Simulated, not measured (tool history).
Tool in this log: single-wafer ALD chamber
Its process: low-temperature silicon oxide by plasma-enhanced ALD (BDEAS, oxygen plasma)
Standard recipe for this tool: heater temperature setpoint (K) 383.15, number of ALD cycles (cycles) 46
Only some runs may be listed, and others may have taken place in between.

run,hour,heater temperature setpoint (K),number of ALD cycles (cycles),wafers since the last listed run,hours since the last thermocouple change,hours since the gauge calibration,"read-back reference wafer on the same gauge, thickness_nm",mean film thickness on the monitor wafer (nm)
1,0,383.15,46,0,1223.2,137,7.208,6.535
2,73.8,383.15,46,350,1297,210.8,7.216,6.511
# hour 132.7: thermocouple changed; heater temperature recalibrated
3,136.8,383.15,46,261,4.1,273.8,7.209,6.587
4,234,383.15,46,461,101.3,371,7.214,6.564
5,273.7,383.15,46,188,141,410.7,7.205,6.59
6,349.7,383.15,46,360,217,486.7,7.213,6.579
7,393,383.15,51,205,260.3,530,7.216,7.306
8,438.4,383.15,51,215,305.7,575.4,7.199,7.298
9,490.5,395.15,43,247,357.8,627.5,7.218,6.016
10,561.2,383.15,46,335,428.5,698.2,7.211,6.58
11,628.1,383.15,46,317,495.4,765.1,7.209,6.574
12,685.2,383.15,46,271,552.5,822.2,7.216,6.574
13,744.3,395.15,40,280,611.6,881.3,7.208,5.591
14,810.6,395.15,40,314,677.9,947.6,7.211,5.598
15,865.7,383.15,46,261,733,1002.7,7.211,6.558
16,968.2,388.15,52,486,835.5,1105.2,7.217,7.352
17,1048.8,383.15,46,382,916.1,1185.8,7.204,6.531
18,1121.9,383.15,46,347,989.2,1258.9,7.205,6.523
19,1216.2,393.15,52,447,1083.5,1353.2,7.21,7.221
20,1267.5,394.15,50,243,1134.8,1404.5,7.211,6.963
# hour 1304.5: gauge calibrated
21,1311.9,375.15,42,210,1179.2,7.4,7.214,6.025
# hour 1320.5: thermocouple changed; heater temperature recalibrated
22,1350.4,390.15,46,144,29.9,45.9,7.202,6.511
23,1425.1,383.15,46,354,104.6,120.6,7.222,6.588
24,1500.2,391.15,37,356,179.7,195.7,7.213,5.215
25,1587.4,395.15,55,414,266.9,282.9,7.211,7.696
26,1680,383.15,46,439,359.5,375.5,7.208,6.601
27,1779.3,372.15,49,471,458.8,474.8,7.204,7.148
28,1821.4,374.15,49,199,500.9,516.9,7.204,7.111
29,1924.4,375.15,51,489,603.9,619.9,7.217,7.361
30,1980.2,383.15,46,265,659.7,675.7,7.209,6.536

For some of the steps in mean film thickness on the monitor wafer (nm) from one run to the next: how much would appear even if the tool had no hidden state, given the settings, what came in and random variation, and how much remains for the hidden state plus any gauge scatter that the measured result and the result without hidden state don't share?
The hidden state here: wafer temperature above the value expected at the setpoint (K); gauge reads high (%).
Run 2 -> 3: thermocouple changed; heater temperature recalibrated. mean film thickness on the monitor wafer (nm) +0.076: hidden state +0.07, all else +0.006.
Run 8 -> 9: heater temperature setpoint (K) 383.15 -> 395.15, number of ALD cycles (cycles) 51 -> 43. mean film thickness on the monitor wafer (nm) -1.282: hidden state +0.001, all else -1.283.
Run 18 -> 19: heater temperature setpoint (K) 383.15 -> 393.15, number of ALD cycles (cycles) 46 -> 52. mean film thickness on the monitor wafer (nm) +0.698: hidden state -0.017, all else +0.715.
Run 21 -> 22: heater temperature setpoint (K) 375.15 -> 390.15, number of ALD cycles (cycles) 42 -> 46, thermocouple changed; heater temperature recalibrated. mean film thickness on the monitor wafer (nm) +0.486: hidden state +0.068, all else +0.418.
Run 23 -> 24: heater temperature setpoint (K) 383.15 -> 391.15, number of ALD cycles (cycles) 46 -> 37. mean film thickness on the monitor wafer (nm) -1.373: hidden state -0.001, all else -1.372.
Run 24 -> 25: heater temperature setpoint (K) 391.15 -> 395.15, number of ALD cycles (cycles) 37 -> 55. mean film thickness on the monitor wafer (nm) +2.481: hidden state -0.002, all else +2.483.
